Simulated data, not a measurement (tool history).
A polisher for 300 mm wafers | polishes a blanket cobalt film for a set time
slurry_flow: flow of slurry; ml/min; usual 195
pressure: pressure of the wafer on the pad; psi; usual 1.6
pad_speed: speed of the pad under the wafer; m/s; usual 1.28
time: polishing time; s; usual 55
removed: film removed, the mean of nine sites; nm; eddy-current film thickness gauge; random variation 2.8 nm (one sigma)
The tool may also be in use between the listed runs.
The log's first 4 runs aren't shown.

run,day,slurry_flow,pressure,pad_speed,time,wafers since the last listed run,wafers polished on this pad,hours since the slurry nozzle was cleaned,hours since the head pressure was calibrated,"incoming thickness of the incoming film, nm",removed
# day 9.183: slurry nozzle cleaned
# day 10.842: worn pad replaced by a new one
5,14.033,195,1.6,0.96,46,2369,1043,116.4,853.3,813.8,226.2
6,16.542,195,1.6,0.96,46,820,1864,176.6,913.5,805.5,223.8
7,19.379,175,1.6,1.28,48,928,2792,244.7,981.6,815.1,291.9
8,20.429,195,2,1.28,55,343,3136,269.9,1006.8,824.6,426.6
9,22.096,195,1.6,1.28,55,545,3681,309.9,1046.8,795.7,342.1
# day 23.804: head pressure recalibrated
10,24.167,195,1.6,1.28,55,650,4332,359.6,8.7,800.1,339.5
11,27.608,195,1.6,1.28,55,1126,5458,442.2,91.3,806.1,335.2
12,28.892,195,1.6,1.28,55,419,5878,473,122.1,804,335.6
13,29.896,195,1.6,1.28,55,328,6206,497.1,146.2,808.2,333.2
14,32.217,195,1.6,1.28,55,759,6965,552.8,201.9,810.1,330.4
# day 33.088: worn pad replaced by a new one
15,33.633,195,2.2,1.28,55,409,178,586.8,235.9,798.7,453.7
# day 34.588: slurry nozzle cleaned
16,35.192,255,1.6,1.28,68,496,674,14.5,273.3,817.2,444
17,38.142,195,1.6,1.28,55,965,1639,85.3,344.1,825.3,347.2
18,40.825,145,1.6,0.86,55,877,2517,149.7,408.5,817.2,229.8

Run 19 comes next. What will it give?
19,42.571,245,2,1.66,48,571,3088,191.6,450.4,802.6,?

Run 19 gave removed 495.1 nm.
Without the tool's hidden state the same run would have given removed 496.7 nm.
